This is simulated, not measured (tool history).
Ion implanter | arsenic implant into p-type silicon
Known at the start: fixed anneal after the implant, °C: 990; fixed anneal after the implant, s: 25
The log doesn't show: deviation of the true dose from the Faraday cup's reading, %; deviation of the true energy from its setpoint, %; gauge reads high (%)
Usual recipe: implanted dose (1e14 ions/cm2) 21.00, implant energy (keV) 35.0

| run | hour | implanted dose (1e14 ions/cm2) | implant energy (keV) | wafers since the last listed run | hours since the last dose calibration | hours since the extraction supply was calibrated | hours since the gauge calibration | read-back reference wafer on the same gauge, sheet resistance | sheet resistance of the implanted and annealed layer (ohm/square) |
|---|---|---|---|---|---|---|---|---|---|
| 1 | 0.0 | 16.24 | 28.5 | 0 | 1687.2 | 5350.3 | 863.7 | 70.29 | 99.46 |
|  | 5.2 | gauge calibrated |
| 2 | 47.0 | 16.98 | 31.0 | 842 | 1734.2 | 5397.3 | 41.8 | 70.32 | 94.85 |
| 3 | 87.7 | 21.00 | 35.0 | 729 | 1774.9 | 5438.0 | 82.5 | 70.32 | 85.77 |
| 4 | 114.0 | 21.00 | 35.0 | 471 | 1801.2 | 5464.3 | 108.8 | 70.30 | 85.87 |
| 5 | 155.2 | 21.00 | 35.0 | 738 | 1842.4 | 5505.5 | 150.0 | 70.32 | 85.75 |
| 6 | 194.3 | 21.00 | 35.0 | 701 | 1881.5 | 5544.6 | 189.1 | 70.31 | 85.78 |
| 7 | 246.2 | 21.00 | 35.0 | 930 | 1933.4 | 5596.5 | 241.0 | 70.30 | 85.58 |
| 8 | 280.5 | 21.00 | 35.0 | 615 | 1967.7 | 5630.8 | 275.3 | 70.31 | 85.97 |
| 9 | 348.5 | 21.00 | 35.0 | 1219 | 2035.7 | 5698.8 | 343.3 | 70.29 | 86.00 |
| 10 | 407.3 | 21.00 | 35.0 | 1054 | 2094.5 | 5757.6 | 402.1 | 70.31 | 85.98 |
|  | 455.9 | extraction supply calibrated |
| 11 | 473.3 | 21.00 | 35.0 | 1040 | 2160.5 | 17.4 | 468.1 | 70.30 | 86.00 |
| 12 | 523.5 | 21.00 | 35.0 | 900 | 2210.7 | 67.6 | 518.3 | 70.31 | 85.87 |
| 13 | 555.5 | 21.00 | 40.0 | 573 | 2242.7 | 99.6 | 550.3 | 70.27 | 81.27 |
| 14 | 582.9 | 21.00 | 35.0 | 491 | 2270.1 | 127.0 | 577.7 | 70.32 | 86.03 |
| 15 | 607.5 | 21.00 | 35.0 | 441 | 2294.7 | 151.6 | 602.3 | 70.29 | 86.00 |
| 16 | 677.3 | 21.00 | 35.0 | 1251 | 2364.5 | 221.4 | 672.1 | 70.31 | 86.04 |
| 17 | 756.2 | 21.00 | 35.0 | 1414 | 2443.4 | 300.3 | 751.0 | 70.30 | 86.10 |
| 18 | 787.3 | 21.00 | 30.0 | 557 | 2474.5 | 331.4 | 782.1 | 70.30 | 91.61 |
| 19 | 819.6 | 25.92 | 41.5 | 579 | 2506.8 | 363.7 | 814.4 | 70.30 | 76.31 |
| 20 | 847.2 | 24.26 | 45.5 | 494 | 2534.4 | 391.3 | 842.0 | 70.30 | 74.25 |
| 21 | 917.5 | 21.00 | 35.0 | 1260 | 2604.7 | 461.6 | 912.3 | 70.28 | 86.12 |
| 22 | 961.2 | 15.59 | 40.0 | 783 | 2648.4 | 505.3 | 956.0 | 70.31 | 90.06 |
| 23 | 1031.6 | 15.95 | 35.0 | 1262 | 2718.8 | 575.7 | 1026.4 | 70.28 | 93.41 |
|  | 1060.9 | Faraday cup replaced and dose calibrated |
| 24 | 1061.4 | 23.26 | 42.0 | 390 | 0.5 | 605.5 | 1056.2 | 70.30 | 76.66 |
|  | 1094.1 | gauge calibrated |
| 25 | 1124.8 | 23.77 | 30.5 | 1137 | 63.9 | 668.9 | 30.7 | 70.31 | 88.43 |
| 26 | 1157.9 | 21.00 | 35.0 | 593 | 97.0 | 702.0 | 63.8 | 70.30 | 85.41 |
| 27 | 1216.7 | 21.00 | 35.0 | 1054 | 155.8 | 760.8 | 122.6 | 70.31 | 85.22 |
| 28 | 1280.3 | 21.00 | 35.0 | 1140 | 219.4 | 824.4 | 186.2 | 70.29 | 85.17 |
| 29 | 1341.3 | 17.78 | 38.5 | 1093 | 280.4 | 885.4 | 247.2 | 70.28 | 85.56 |
| 30 | 1401.2 | 18.71 | 30.5 | 1074 | 340.3 | 945.3 | 307.1 | 70.29 | 92.40 |

For each run, what was the tool's unlogged condition?
deviation of the true energy from its setpoint, %: 0 across all the runs
gauge reads high (%): 0 across all the runs
H1: deviation of the true dose from the Faraday cup's reading, %
| run | H1 |
|---|---|
| 1 | -3.94 |
| 2 | -4.04 |
| 3 | -4.13 |
| 4 | -4.18 |
| 5 | -4.27 |
| 6 | -4.35 |
| 7 | -4.46 |
| 8 | -4.53 |
| 9 | -4.67 |
| 10 | -4.79 |
| 11 | -4.93 |
| 12 | -5.03 |
| 13 | -5.1 |
| 14 | -5.16 |
| 15 | -5.21 |
| 16 | -5.35 |
| 17 | -5.52 |
| 18 | -5.58 |
| 19 | -5.65 |
| 20 | -5.71 |
| 21 | -5.85 |
| 22 | -5.95 |
| 23 | -6.09 |
| 24 | -0.407 |
| 25 | -0.539 |
| 26 | -0.608 |
| 27 | -0.731 |
| 28 | -0.863 |
| 29 | -0.99 |
| 30 | -1.12 |

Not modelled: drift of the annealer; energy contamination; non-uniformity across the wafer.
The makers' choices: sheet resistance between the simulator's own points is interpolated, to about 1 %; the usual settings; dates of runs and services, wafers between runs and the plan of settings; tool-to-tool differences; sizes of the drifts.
